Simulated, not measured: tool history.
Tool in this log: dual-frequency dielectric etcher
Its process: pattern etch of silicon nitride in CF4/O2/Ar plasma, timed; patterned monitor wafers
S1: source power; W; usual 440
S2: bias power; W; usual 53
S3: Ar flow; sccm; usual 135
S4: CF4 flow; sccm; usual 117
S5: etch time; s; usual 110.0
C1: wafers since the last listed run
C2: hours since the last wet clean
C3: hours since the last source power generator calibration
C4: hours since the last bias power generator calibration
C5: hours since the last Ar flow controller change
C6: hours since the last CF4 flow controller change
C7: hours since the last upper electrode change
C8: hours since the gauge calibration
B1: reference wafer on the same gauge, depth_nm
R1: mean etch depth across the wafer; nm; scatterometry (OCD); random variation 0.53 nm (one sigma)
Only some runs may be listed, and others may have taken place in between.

run    hour   S1  S2   S3   S4     S5    C1     C2      C3      C4      C5      C6      C7      C8     B1     R1
  1     0.0  480  53  135   89  110.0     0  105.0  4484.7   208.8  3503.8  3412.7    13.8  3267.8  185.3  191.6
  2    60.1  510  53  135   94  110.0   568  165.1  4544.8   268.9  3563.9  3472.8    73.9  3327.9  185.6  205.5
       91.0  -- CF4 flow controller replaced
  3   115.5  440  53  151  103  110.0   466  220.5  4600.2   324.3  3619.3    24.5   129.3  3383.3  185.3  179.2
  4   167.6  410  53  106  138  110.0   492  272.6  4652.3   376.4  3671.4    76.6   181.4  3435.4  185.2  180.1
      197.0  -- Ar flow controller replaced
  5   231.6  440  53  110  129  110.0   548  336.6  4716.3   440.4    34.6   140.6   245.4  3499.4  185.4  192.7
      489.7  -- gauge calibrated
      570.7  -- wet clean of the chamber
  6   571.2  380  49  135  117  110.0  2982    0.5  5055.9   780.0   374.2   480.2   585.0    81.5  180.5  152.2
  7   632.0  490  53  135  108   94.0   574   61.3  5116.7   840.8   435.0   541.0   645.8   142.3  180.7  169.5
      702.9  -- source power generator calibrated
  8   704.3  440  53  135   98  110.0   645  133.6     1.4   913.1   507.3   613.3   718.1   214.6  180.6  175.0
  9   812.3  440  53  135  117  123.0  1020  241.6   109.4  1021.1   615.3   721.3   826.1   322.6  180.9  202.3
 10   849.0  380  49  168  129  110.0   346  278.3   146.1  1057.8   652.0   758.0   862.8   359.3  181.0  151.5
 11   887.6  440  66  135  117  110.0   364  316.9   184.7  1096.4   690.6   796.6   901.4   397.9  180.9  192.2
 12   946.7  380  49  135  117  110.0   558  376.0   243.8  1155.5   749.7   855.7   960.5   457.0  181.2  152.6
 13  1047.9  440  44  167  117  137.5   956  477.2   345.0  1256.7   850.9   956.9  1061.7   558.2  181.2  213.3
 14  1095.3  330  44  135  117  110.0   448  524.6   392.4  1304.1   898.3  1004.3  1109.1   605.6  181.2  127.5
 15  1197.4  440  53  135  117  110.0   965  626.7   494.5  1406.2  1000.4  1106.4  1211.2   707.7  181.6  182.9
 16  1291.0  500  45  165  117  110.0   884  720.3   588.1  1499.8  1094.0  1200.0  1304.8   801.3  181.5  196.7
     1338.1  -- wet clean of the chamber
 17  1338.6  440  53  135  117   81.5   223    0.5   635.7  1547.4  1141.6  1247.6  1352.4   848.9  181.7  135.1
 18  1420.5  440  53  135  117  110.0   774   82.4   717.6  1629.3  1223.5  1329.5  1434.3   930.8  181.8  182.5
 19  1461.9  440  53  164  117  110.0   391  123.8   759.0  1670.7  1264.9  1370.9  1475.7   972.2  182.0  179.8
 20  1508.9  440  53  117  117  110.0   444  170.8   806.0  1717.7  1311.9  1417.9  1522.7  1019.2  181.9  184.6

Hidden state or all else? Some run-to-run changes of R1, split into what the settings, what came in and random variation would give without the hidden state, and what is left for the hidden state (with any gauge scatter that isn't in both results):
Unlogged tool condition in this case: etch rate over this chamber's usual, %; source power that arrives over what is set, %; bias power that arrives over what is set, %; Ar flow that arrives over what is set, %; CF4 flow that arrives over what is set, %; gauge reads high (%).
Run 2 -> 3: S1 510 -> 440, S3 135 -> 151, S4 94 -> 103, CF4 flow controller replaced. R1 -26.3 nm: hidden state -0.7, all else -25.6.
Run 5 -> 6: S1 440 -> 380, S2 53 -> 49, S3 110 -> 135, S4 129 -> 117, gauge calibrated, wet clean of the chamber. R1 -40.5 nm: hidden state -5.3, all else -35.2.
Run 13 -> 14: S1 440 -> 330, S3 167 -> 135, S5 137.5 -> 110.0. R1 -85.8 nm: hidden state -0.4, all else -85.4.
Run 16 -> 17: S1 500 -> 440, S2 45 -> 53, S3 165 -> 135, S5 110.0 -> 81.5, wet clean of the chamber. R1 -61.6 nm: hidden state -0.5, all else -61.1.

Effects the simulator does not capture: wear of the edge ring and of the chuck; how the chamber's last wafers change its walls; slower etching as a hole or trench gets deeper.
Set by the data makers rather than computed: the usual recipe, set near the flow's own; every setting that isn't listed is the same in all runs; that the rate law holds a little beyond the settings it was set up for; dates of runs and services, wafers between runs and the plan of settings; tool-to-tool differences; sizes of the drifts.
